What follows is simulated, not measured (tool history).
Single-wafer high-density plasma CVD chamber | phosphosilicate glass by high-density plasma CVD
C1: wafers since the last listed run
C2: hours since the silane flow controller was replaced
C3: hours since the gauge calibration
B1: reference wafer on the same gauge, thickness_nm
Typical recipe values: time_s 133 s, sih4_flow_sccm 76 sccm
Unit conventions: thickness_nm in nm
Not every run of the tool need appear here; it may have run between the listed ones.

Run 1, hour 0: usual settings; C1 0; C2 1668.8; C3 1271.3; B1 1114.26. Result: thickness_nm 1050.387 nm.
Run 2, hour 52.1: usual settings; C1 378; C2 1720.9; C3 1323.4; B1 1114.062. Result: thickness_nm 1049.857 nm.
Run 3, hour 115.5: usual settings; C1 460; C2 1784.3; C3 1386.8; B1 1112.67. Result: thickness_nm 1042.793 nm.
Run 4, hour 271.6: usual settings; C1 1133; C2 1940.4; C3 1542.9; B1 1110.23. Result: thickness_nm 1043.547 nm.
Run 5, hour 309.9: usual settings but time_s 120 s; C1 278; C2 1978.7; C3 1581.2; B1 1109.691. Result: thickness_nm 939.866 nm.
Run 6, hour 341.7: usual settings but time_s 120 s; C1 230; C2 2010.5; C3 1613; B1 1110.019. Result: thickness_nm 938.889 nm.
Run 7, hour 376.2: usual settings but time_s 120 s; C1 250; C2 2045; C3 1647.5; B1 1108.356. Result: thickness_nm 938.66 nm.
Run 8, hour 436.2: usual settings; C1 435; C2 2105; C3 1707.5; B1 1107.696. Result: thickness_nm 1039.157 nm.
Run 9, hour 486.6: usual settings; C1 365; C2 2155.4; C3 1757.9; B1 1107.477. Result: thickness_nm 1042.059 nm.
Run 10, hour 536.2: usual settings; C1 360; C2 2205; C3 1807.5; B1 1106.377. Result: thickness_nm 1040.55 nm.
Run 11, hour 590: usual settings; C1 390; C2 2258.8; C3 1861.3; B1 1105.311. Result: thickness_nm 1042.233 nm.
Run 12, hour 632.1: usual settings; C1 305; C2 2300.9; C3 1903.4; B1 1103.893. Result: thickness_nm 1035.386 nm.
Run 13, hour 681.7: usual settings; C1 360; C2 2350.5; C3 1953; B1 1103.104. Result: thickness_nm 1032.821 nm.
Run 14, hour 714.1: usual settings; C1 235; C2 2382.9; C3 1985.4; B1 1103.027. Result: thickness_nm 1032.75 nm.
Run 15, hour 751.5: usual settings but time_s 152 s; C1 271; C2 2420.3; C3 2022.8; B1 1102.099. Result: thickness_nm 1190.918 nm.
Run 16, hour 810.3: usual settings but time_s 152 s; C1 426; C2 2479.1; C3 2081.6; B1 1100.722. Result: thickness_nm 1188.121 nm.
Run 17, hour 845: usual settings but time_s 152 s; C1 251; C2 2513.8; C3 2116.3; B1 1099.72. Result: thickness_nm 1178.113 nm.
Run 18, hour 901.3: usual settings but time_s 146 s; C1 408; C2 2570.1; C3 2172.6; B1 1098.262. Result: thickness_nm 1126.514 nm.
Run 19, hour 948.3: usual settings but time_s 146 s; C1 341; C2 2617.1; C3 2219.6; B1 1097.315. Result: thickness_nm 1128.048 nm.
Run 20, hour 999.1: usual settings but time_s 146 s; C1 368; C2 2667.9; C3 2270.4; B1 1095.729. Result: thickness_nm 1129.464 nm.
Run 21, hour 1027.5: usual settings but time_s 151 s, sih4_flow_sccm 88 sccm; C1 206; C2 2696.3; C3 2298.8; B1 1096.253. Result: thickness_nm 1353.943 nm.
At hour 1050.6: gauge calibrated.
Run 22, hour 1073.6: usual settings but time_s 151 s, sih4_flow_sccm 88 sccm; C1 334; C2 2742.4; C3 23; B1 1118.058. Result: thickness_nm 1381.894 nm.
Run 23, hour 1105.6: usual settings; C1 232; C2 2774.4; C3 55; B1 1117.801. Result: thickness_nm 1050.706 nm.
Run 24, hour 1151.2: usual settings but time_s 120 s; C1 331; C2 2820; C3 100.6; B1 1117.845. Result: thickness_nm 944.22 nm.
Run 25, hour 1179.8: usual settings; C1 207; C2 2848.6; C3 129.2; B1 1117.223. Result: thickness_nm 1042.752 nm.
Run 26, hour 1225.6: usual settings but sih4_flow_sccm 61 sccm; C1 332; C2 2894.4; C3 175; B1 1117.857. Result: thickness_nm 838.344 nm.
Run 27, hour 1262.9: usual settings but time_s 122 s, sih4_flow_sccm 68 sccm; C1 270; C2 2931.7; C3 212.3; B1 1116.837. Result: thickness_nm 860.647 nm.
Run 28, hour 1293.7: usual settings; C1 223; C2 2962.5; C3 243.1; B1 1117.195. Result: thickness_nm 1050.397 nm.
Run 29, hour 1349.2: usual settings but time_s 107 s; C1 402; C2 3018; C3 298.6; B1 1117.149. Result: thickness_nm 844.901 nm.
Run 30, hour 1382.7: usual settings but time_s 152 s; C1 243; C2 3051.5; C3 332.1; B1 1117.343. Result: thickness_nm 1200.776 nm.
Run 31, hour 1427: usual settings but time_s 123 s, sih4_flow_sccm 70 sccm; C1 321; C2 3095.8; C3 376.4; B1 1117.085. Result: thickness_nm 891.226 nm.
Run 32, hour 1467.7: usual settings; C1 295; C2 3136.5; C3 417.1; B1 1116.601. Result: thickness_nm 1044.924 nm.
Run 33, hour 1506.8: usual settings but time_s 123 s, sih4_flow_sccm 67 sccm; C1 283; C2 3175.6; C3 456.2; B1 1116.236. Result: thickness_nm 856.226 nm.
At hour 1639.6: silane flow controller replaced.
Run 34, hour 1672.5: usual settings but time_s 124 s, sih4_flow_sccm 69 sccm; C1 1144; C2 32.9; C3 621.9; B1 1115.41. Result: thickness_nm 885.489 nm.
Run 35, hour 1714.2: usual settings but time_s 123 s, sih4_flow_sccm 81 sccm; C1 302; C2 74.6; C3 663.6; B1 1115.778. Result: thickness_nm 1027.942 nm.
Run 36, hour 1761.5: usual settings but sih4_flow_sccm 71 sccm; C1 343; C2 121.9; C3 710.9; B1 1115.275. Result: thickness_nm 979.644 nm.
Run 37, hour 1792: usual settings; C1 221; C2 152.4; C3 741.4; B1 1114.661. Result: thickness_nm 1046.868 nm.
Run 38, hour 1857.1: usual settings; C1 472; C2 217.5; C3 806.5; B1 1114.071. Result: thickness_nm 1045.363 nm.
Run 39, hour 1973.2: usual settings but time_s 108 s, sih4_flow_sccm 89 sccm; C1 842; C2 333.6; C3 922.6; B1 1113.865. Result: thickness_nm 993.816 nm.
Run 40, hour 2019.5: usual settings but time_s 142 s, sih4_flow_sccm 72 sccm; C1 336; C2 379.9; C3 968.9; B1 1113.153. Result: thickness_nm 1061.345 nm.
Run 41, hour 2050: usual settings but time_s 119 s, sih4_flow_sccm 62 sccm; C1 221; C2 410.4; C3 999.4; B1 1112.715. Result: thickness_nm 766.008 nm.
Run 42, hour 2076.2: usual settings but time_s 108 s; C1 190; C2 436.6; C3 1025.6; B1 1112.263. Result: thickness_nm 844.803 nm.
Run 43, hour 2103.9: usual settings but time_s 155 s, sih4_flow_sccm 91 sccm; C1 201; C2 464.3; C3 1053.3; B1 1111.794. Result: thickness_nm 1452.349 nm.
Run 44, hour 2140.5: usual settings but time_s 158 s, sih4_flow_sccm 72 sccm; C1 265; C2 500.9; C3 1089.9; B1 1111.851. Result: thickness_nm 1176.041 nm.
Run 45, hour 2185.6: usual settings; C1 327; C2 546; C3 1135; B1 1111.686. Result: thickness_nm 1040.099 nm.

Selected run-to-run steps in thickness_nm, each split into two signed amounts: the part the tool would show with no hidden state at all (from settings, incoming material and random variation), and the remainder, which goes to the hidden state together with any gauge scatter not common to the measured and the hidden-state-free results:
Hidden state at play: delivered silane flow above the setpoint (%); gauge reads high (%).
Run 20 -> 21: time_s 146 -> 151, sih4_flow_sccm 76 -> 88. thickness_nm +224.479 nm: hidden state -5.695, all else +230.174.
Run 21 -> 22: gauge calibrated. thickness_nm +27.951 nm: hidden state +27.283, all else +0.668.
Run 22 -> 23: time_s 151 -> 133, sih4_flow_sccm 88 -> 76. thickness_nm -331.188 nm: hidden state +0.65, all else -331.838.
Run 29 -> 30: time_s 107 -> 152. thickness_nm +355.875 nm: hidden state -0.978, all else +356.853.
Run 42 -> 43: time_s 108 -> 155, sih4_flow_sccm 76 -> 91. thickness_nm +607.546 nm: hidden state -4.615, all else +612.161.

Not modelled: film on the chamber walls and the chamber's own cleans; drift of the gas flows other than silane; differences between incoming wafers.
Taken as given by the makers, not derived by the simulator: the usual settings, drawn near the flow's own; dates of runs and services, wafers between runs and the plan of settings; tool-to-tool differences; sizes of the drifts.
